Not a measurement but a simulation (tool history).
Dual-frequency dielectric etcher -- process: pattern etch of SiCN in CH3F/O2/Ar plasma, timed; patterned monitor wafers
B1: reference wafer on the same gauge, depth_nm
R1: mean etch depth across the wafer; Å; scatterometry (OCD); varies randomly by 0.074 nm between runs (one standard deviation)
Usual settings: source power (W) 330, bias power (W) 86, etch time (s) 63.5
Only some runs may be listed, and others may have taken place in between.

{"run": 1, "hour": 0.0, "source power (W)": 330, "bias power (W)": 86, "etch time (s)": 63.5, "B1": 23.11, "R1": 211.8}
{"run": 2, "hour": 24.1, "source power (W)": 380, "bias power (W)": 86, "etch time (s)": 63.5, "B1": 23.1, "R1": 219.5}
{"run": 3, "hour": 58.8, "source power (W)": 380, "bias power (W)": 86, "etch time (s)": 63.5, "B1": 23.08, "R1": 217.5}
{"run": 4, "hour": 92.2, "source power (W)": 330, "bias power (W)": 86, "etch time (s)": 63.5, "B1": 23.09, "R1": 210.9}
{"run": 5, "hour": 108.1, "source power (W)": 330, "bias power (W)": 86, "etch time (s)": 63.5, "B1": 23.06, "R1": 209.6}
{"run": 6, "hour": 122.8, "source power (W)": 330, "bias power (W)": 86, "etch time (s)": 63.5, "B1": 23.12, "R1": 211.1}
{"run": 7, "hour": 135.0, "source power (W)": 330, "bias power (W)": 86, "etch time (s)": 63.5, "B1": 23.11, "R1": 210.8}
{"run": 8, "hour": 170.5, "source power (W)": 330, "bias power (W)": 92, "etch time (s)": 63.5, "B1": 23.09, "R1": 213.1}
{"run": 9, "hour": 185.6, "source power (W)": 330, "bias power (W)": 86, "etch time (s)": 63.5, "B1": 23.1, "R1": 209.5}
{"hour": 189.7, "done": "bias power generator calibrated"}
{"run": 10, "hour": 201.1, "source power (W)": 390, "bias power (W)": 72, "etch time (s)": 71, "B1": 23.11, "R1": 231.7}
{"hour": 210.7, "done": "source power generator calibrated"}
{"hour": 234.8, "done": "wet clean of the chamber"}
{"run": 11, "hour": 235.3, "source power (W)": 290, "bias power (W)": 74, "etch time (s)": 63.5, "B1": 23.11, "R1": 203.6}
{"run": 12, "hour": 235.6, "source power (W)": 280, "bias power (W)": 92, "etch time (s)": 63.5, "B1": 23.09, "R1": 214.5}
{"run": 13, "hour": 249.3, "source power (W)": 330, "bias power (W)": 92, "etch time (s)": 78, "B1": 23.14, "R1": 273.4}
{"hour": 276.3, "done": "gauge calibrated"}
{"hour": 281.1, "done": "upper electrode replaced"}
{"run": 14, "hour": 281.6, "source power (W)": 410, "bias power (W)": 86, "etch time (s)": 81.5, "B1": 23.14, "R1": 291.3}
{"run": 15, "hour": 300.4, "source power (W)": 330, "bias power (W)": 79, "etch time (s)": 63.5, "B1": 23.11, "R1": 213}
{"run": 16, "hour": 313.5, "source power (W)": 250, "bias power (W)": 68, "etch time (s)": 63.5, "B1": 23.08, "R1": 193}
{"run": 17, "hour": 332.2, "source power (W)": 280, "bias power (W)": 108, "etch time (s)": 68.5, "B1": 23.11, "R1": 240.1}
{"run": 18, "hour": 361.9, "source power (W)": 330, "bias power (W)": 86, "etch time (s)": 63.5, "B1": 23.07, "R1": 215.7}

Alternative continuations, all from the tool just after run 18; predict every row:
{"run": "A", "hour": 362.3, "source power (W)": 330, "bias power (W)": 86, "etch time (s)": 63.5, "B1": "?", "R1": "?"}
{"run": "B", "hour": 362.3, "source power (W)": 410, "bias power (W)": 69, "etch time (s)": 55.5, "B1": "?", "R1": "?"}
{"run": "C", "hour": 362.3, "source power (W)": 390, "bias power (W)": 98, "etch time (s)": 73.5, "B1": "?", "R1": "?"}
{"run": "D", "hour": 362.3, "source power (W)": 260, "bias power (W)": 94, "etch time (s)": 49.5, "B1": "?", "R1": "?"}

run=A B1=23.11 R1=213.8
run=B B1=23.11 R1=185.5
run=C B1=23.11 R1=265.8
run=D B1=23.11 R1=162.8
Stripped of hidden state, with their random variation kept, the same runs would have yielded:
run=A R1=218.1
run=B R1=189.2
run=C R1=271.2
run=D R1=166.1

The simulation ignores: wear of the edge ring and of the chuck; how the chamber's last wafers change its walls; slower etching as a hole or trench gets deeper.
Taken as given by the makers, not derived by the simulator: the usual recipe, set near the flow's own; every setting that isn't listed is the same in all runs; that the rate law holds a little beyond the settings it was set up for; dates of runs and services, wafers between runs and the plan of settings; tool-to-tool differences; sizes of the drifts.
